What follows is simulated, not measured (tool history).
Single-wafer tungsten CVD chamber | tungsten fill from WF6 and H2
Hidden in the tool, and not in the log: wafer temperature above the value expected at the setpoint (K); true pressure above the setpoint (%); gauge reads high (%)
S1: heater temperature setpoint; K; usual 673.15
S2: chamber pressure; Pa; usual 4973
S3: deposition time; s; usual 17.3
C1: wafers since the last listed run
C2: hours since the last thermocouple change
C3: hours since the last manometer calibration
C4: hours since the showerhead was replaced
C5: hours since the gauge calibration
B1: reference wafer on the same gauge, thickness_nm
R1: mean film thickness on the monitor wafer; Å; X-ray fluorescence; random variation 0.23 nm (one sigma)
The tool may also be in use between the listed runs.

run 1 day=0.000 | S1=673.15 S2=4973 S3=14.8 | C1=0 C2=3245.7 C3=2880.8 C4=6559.9 C5=471.1 | B1=63.259 | R1=425.10
run 2 day=0.375 | S1=673.15 S2=4973 S3=17.3 | C1=112 C2=3254.7 C3=2889.8 C4=6568.9 C5=480.1 | B1=63.179 | R1=496.22
run 3 day=0.938 | S1=673.15 S2=4973 S3=17.3 | C1=169 C2=3268.2 C3=2903.3 C4=6582.4 C5=493.6 | B1=63.172 | R1=493.67
run 4 day=1.471 | S1=673.15 S2=4973 S3=17.3 | C1=160 C2=3281.0 C3=2916.1 C4=6595.2 C5=506.4 | B1=63.211 | R1=494.69
run 5 day=2.204 | S1=673.15 S2=4160 S3=16.4 | C1=220 C2=3298.6 C3=2933.7 C4=6612.8 C5=524.0 | B1=63.169 | R1=442.62
run 6 day=2.592 | S1=673.15 S2=4160 S3=16.4 | C1=116 C2=3307.9 C3=2943.0 C4=6622.1 C5=533.3 | B1=63.228 | R1=440.22
run 7 day=2.921 | S1=673.15 S2=4973 S3=17.3 | C1=98 C2=3315.8 C3=2950.9 C4=6630.0 C5=541.2 | B1=63.198 | R1=496.45
-- day=3.521 showerhead replaced
run 8 day=3.542 | S1=673.15 S2=4973 S3=18.9 | C1=86 C2=3330.7 C3=2965.8 C4=0.5 C5=556.1 | B1=63.196 | R1=542.28
run 9 day=3.671 | S1=673.15 S2=4973 S3=18.9 | C1=38 C2=3333.8 C3=2968.9 C4=3.6 C5=559.2 | B1=63.193 | R1=545.35
run 10 day=4.271 | S1=673.15 S2=4973 S3=18.9 | C1=180 C2=3348.2 C3=2983.3 C4=18.0 C5=573.6 | B1=63.196 | R1=541.60
run 11 day=4.700 | S1=673.15 S2=4973 S3=14.3 | C1=129 C2=3358.5 C3=2993.6 C4=28.3 C5=583.9 | B1=63.240 | R1=408.46
-- day=4.900 gauge calibrated
run 12 day=5.008 | S1=659.15 S2=4973 S3=15.4 | C1=92 C2=3365.9 C3=3001.0 C4=35.7 C5=2.6 | B1=63.205 | R1=322.59
run 13 day=5.388 | S1=662.15 S2=4306 S3=19.0 | C1=114 C2=3375.0 C3=3010.1 C4=44.8 C5=11.7 | B1=63.226 | R1=411.17
-- day=5.808 thermocouple changed; heater temperature recalibrated
run 14 day=5.858 | S1=681.15 S2=5786 S3=17.3 | C1=41 C2=1.2 C3=3021.4 C4=56.1 C5=23.0 | B1=63.164 | R1=707.81
run 15 day=6.454 | S1=660.15 S2=4973 S3=17.3 | C1=179 C2=15.5 C3=3035.7 C4=70.4 C5=37.3 | B1=63.211 | R1=433.06
run 16 day=6.983 | S1=673.15 S2=4973 S3=17.3 | C1=159 C2=28.2 C3=3048.4 C4=83.1 C5=50.0 | B1=63.209 | R1=569.78
run 17 day=7.712 | S1=673.15 S2=5626 S3=17.3 | C1=219 C2=45.7 C3=3065.9 C4=100.6 C5=67.5 | B1=63.171 | R1=591.04
run 18 day=8.117 | S1=679.15 S2=3893 S3=18.2 | C1=121 C2=55.4 C3=3075.6 C4=110.3 C5=77.2 | B1=63.219 | R1=621.20
run 19 day=8.408 | S1=673.15 S2=3760 S3=19.8 | C1=87 C2=62.4 C3=3082.6 C4=117.3 C5=84.2 | B1=63.229 | R1=590.04
-- day=9.204 capacitance manometer re-zeroed and calibrated
run 20 day=9.225 | S1=673.15 S2=4240 S3=15.5 | C1=145 C2=82.0 C3=0.5 C4=136.9 C5=103.8 | B1=63.235 | R1=482.27
run 21 day=9.567 | S1=673.15 S2=4973 S3=15.8 | C1=102 C2=90.2 C3=8.7 C4=145.1 C5=112.0 | B1=63.268 | R1=520.05
run 22 day=10.283 | S1=665.15 S2=5666 S3=14.6 | C1=215 C2=107.4 C3=25.9 C4=162.3 C5=129.2 | B1=63.191 | R1=422.81
run 23 day=10.958 | S1=685.15 S2=4053 S3=17.3 | C1=202 C2=123.6 C3=42.1 C4=178.5 C5=145.4 | B1=63.170 | R1=665.41
run 24 day=11.550 | S1=681.15 S2=4466 S3=17.3 | C1=177 C2=137.8 C3=56.3 C4=192.7 C5=159.6 | B1=63.228 | R1=634.30
run 25 day=12.200 | S1=679.15 S2=5386 S3=18.6 | C1=195 C2=153.4 C3=71.9 C4=208.3 C5=175.2 | B1=63.209 | R1=696.85
run 26 day=12.925 | S1=680.15 S2=4973 S3=17.3 | C1=218 C2=170.8 C3=89.3 C4=225.7 C5=192.6 | B1=63.167 | R1=643.98
run 27 day=13.558 | S1=681.15 S2=4466 S3=17.3 | C1=190 C2=186.0 C3=104.5 C4=240.9 C5=207.8 | B1=63.187 | R1=635.58
run 28 day=15.321 | S1=683.15 S2=4320 S3=15.2 | C1=530 C2=228.3 C3=146.8 C4=283.2 C5=250.1 | B1=63.226 | R1=568.56
run 29 day=15.821 | S1=668.15 S2=4973 S3=17.3 | C1=150 C2=240.3 C3=158.8 C4=295.2 C5=262.1 | B1=63.227 | R1=500.01
run 30 day=16.400 | S1=673.15 S2=4973 S3=17.3 | C1=174 C2=254.2 C3=172.7 C4=309.1 C5=276.0 | B1=63.208 | R1=551.71

The next listed run, before its measurement:
run 31 day=17.121 | S1=673.15 S2=4973 S3=18.9 | C1=216 C2=271.5 C3=190.0 C4=326.4 C5=293.3 | B1=? | R1=?

Run 31 gave B1 63.184, R1 609.14 Å.
Without the tool's hidden state the same run would have given R1 627.16 Å.

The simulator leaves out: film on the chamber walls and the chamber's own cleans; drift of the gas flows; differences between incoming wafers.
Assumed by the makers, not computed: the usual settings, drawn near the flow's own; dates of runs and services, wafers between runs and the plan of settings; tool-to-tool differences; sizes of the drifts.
